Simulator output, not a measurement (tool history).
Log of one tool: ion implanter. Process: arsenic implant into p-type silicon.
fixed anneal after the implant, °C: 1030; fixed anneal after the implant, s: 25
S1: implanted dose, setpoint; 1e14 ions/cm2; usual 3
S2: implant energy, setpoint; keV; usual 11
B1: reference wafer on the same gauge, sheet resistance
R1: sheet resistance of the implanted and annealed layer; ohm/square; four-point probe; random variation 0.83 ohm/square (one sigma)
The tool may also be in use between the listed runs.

Run 1, day 0: usual settings but S1 2.47 1e14 ions/cm2; B1 231.4. Result: R1 327.12 ohm/square.
Run 2, day 1.604: usual settings but S1 2.47 1e14 ions/cm2; B1 231.61. Result: R1 325.99 ohm/square.
Run 3, day 5.058: usual settings but S2 13 keV; B1 231.66. Result: R1 276.85 ohm/square.
Run 4, day 7.708: usual settings; B1 231.83. Result: R1 281.06 ohm/square.
Run 5, day 11.154: usual settings; B1 231.9. Result: R1 281.64 ohm/square.
Run 6, day 13.679: usual settings but S1 3.68 1e14 ions/cm2, S2 8 keV; B1 232.14. Result: R1 243.02 ohm/square.
Run 7, day 15.508: usual settings; B1 232.15. Result: R1 280.72 ohm/square.
Run 8, day 18.521: usual settings; B1 232.32. Result: R1 281.43 ohm/square.
Run 9, day 22.554: usual settings; B1 232.5. Result: R1 281.62 ohm/square.
At day 23.371: Faraday cup replaced and dose calibrated.
At day 23.717: gauge calibrated.
Run 10, day 25.842: usual settings but S2 10 keV; B1 225.53. Result: R1 274.79 ohm/square.
Run 11, day 28.129: usual settings; B1 225.43. Result: R1 273.09 ohm/square.
Run 12, day 30.671: usual settings; B1 225.79. Result: R1 271.96 ohm/square.
Run 13, day 33.342: usual settings but S1 3.43 1e14 ions/cm2; B1 225.93. Result: R1 247.07 ohm/square.
Run 14, day 37.671: usual settings but S1 3.81 1e14 ions/cm2, S2 9.5 keV; B1 226. Result: R1 229.67 ohm/square.
Run 15, day 39.212: usual settings but S1 3.88 1e14 ions/cm2; B1 226.07. Result: R1 224.08 ohm/square.
Run 16, day 43.233: usual settings but S1 2.34 1e14 ions/cm2, S2 15 keV; B1 226.29. Result: R1 323.06 ohm/square.
Run 17, day 46.892: usual settings but S2 9 keV; B1 226.35. Result: R1 276.67 ohm/square.
Run 18, day 51.142: usual settings but S1 3.57 1e14 ions/cm2; B1 226.7. Result: R1 239.11 ohm/square.
Run 19, day 55.604: usual settings; B1 226.88. Result: R1 274.09 ohm/square.
Run 20, day 57.708: usual settings but S1 2.37 1e14 ions/cm2, S2 9 keV; B1 226.86. Result: R1 336.84 ohm/square.
Run 21, day 61.846: usual settings but S1 3.64 1e14 ions/cm2, S2 8 keV; B1 227.22. Result: R1 240.31 ohm/square.
At day 64.425: Faraday cup replaced and dose calibrated.
Run 22, day 65.988: usual settings but S1 3.23 1e14 ions/cm2, S2 12 keV; B1 227.33. Result: R1 258.8 ohm/square.
Run 23, day 70.271: usual settings but S1 3.66 1e14 ions/cm2, S2 9 keV; B1 227.34. Result: R1 238.74 ohm/square.
At day 79.567: extraction supply calibrated.
Run 24, day 80.354: usual settings but S1 2.44 1e14 ions/cm2, S2 13 keV; B1 228.09. Result: R1 319 ohm/square.
Run 25, day 83.529: usual settings; B1 228.19. Result: R1 276.17 ohm/square.
Run 26, day 87.296: usual settings; B1 228.49. Result: R1 277.7 ohm/square.
Run 27, day 89.933: usual settings but S1 2.47 1e14 ions/cm2, S2 9 keV; B1 228.41. Result: R1 326.73 ohm/square.
Run 28, day 94.388: usual settings but S1 2.67 1e14 ions/cm2, S2 13.5 keV; B1 228.49. Result: R1 298.52 ohm/square.
Run 29, day 97.371: usual settings but S1 3.64 1e14 ions/cm2, S2 9.5 keV; B1 228.77. Result: R1 240.84 ohm/square.
At day 98.342: Faraday cup replaced and dose calibrated.
Run 30, day 99.267: usual settings but S1 3.59 1e14 ions/cm2, S2 12.5 keV; B1 229.01. Result: R1 237.65 ohm/square.
Run 31, day 100.821: usual settings but S1 2.45 1e14 ions/cm2, S2 7.5 keV; B1 228.92. Result: R1 334.51 ohm/square.
Run 32, day 104.138: usual settings but S1 3.69 1e14 ions/cm2, S2 9.5 keV; B1 229.2. Result: R1 237.07 ohm/square.
Run 33, day 106.642: usual settings but S1 3.81 1e14 ions/cm2, S2 13.5 keV; B1 229.25. Result: R1 226.69 ohm/square.
Run 34, day 108.933: usual settings; B1 229.33. Result: R1 278.85 ohm/square.
Run 35, day 112.729: usual settings but S1 3.29 1e14 ions/cm2, S2 14 keV; B1 229.54. Result: R1 253.39 ohm/square.
Run 36, day 115.958: usual settings; B1 229.88. Result: R1 277.05 ohm/square.

Forecast each of these 5 alternatives for the next run:
Run A, day 115.975: usual settings; B1 ?. Result: R1 ?.
Run B, day 115.975: usual settings but S2 13.5 keV; B1 ?. Result: R1 ?.
Run C, day 115.975: usual settings but S1 2.14 1e14 ions/cm2, S2 8 keV; B1 ?. Result: R1 ?.
Run D, day 115.975: usual settings but S1 2.34 1e14 ions/cm2, S2 14 keV; B1 ?. Result: R1 ?.
Run E, day 115.975: usual settings but S1 3.25 1e14 ions/cm2, S2 7.5 keV; B1 ?. Result: R1 ?.

run      B1      R1
  A  229.87  278.64
  B  229.87  274.08
  C  229.87  372.56
  D  229.87  331.19
  E  229.87  267.82
Without the tool's hidden state the same runs would have given:
run      R1
  A  274.04
  B  269.55
  C  366.41
  D  325.72
  E  263.41
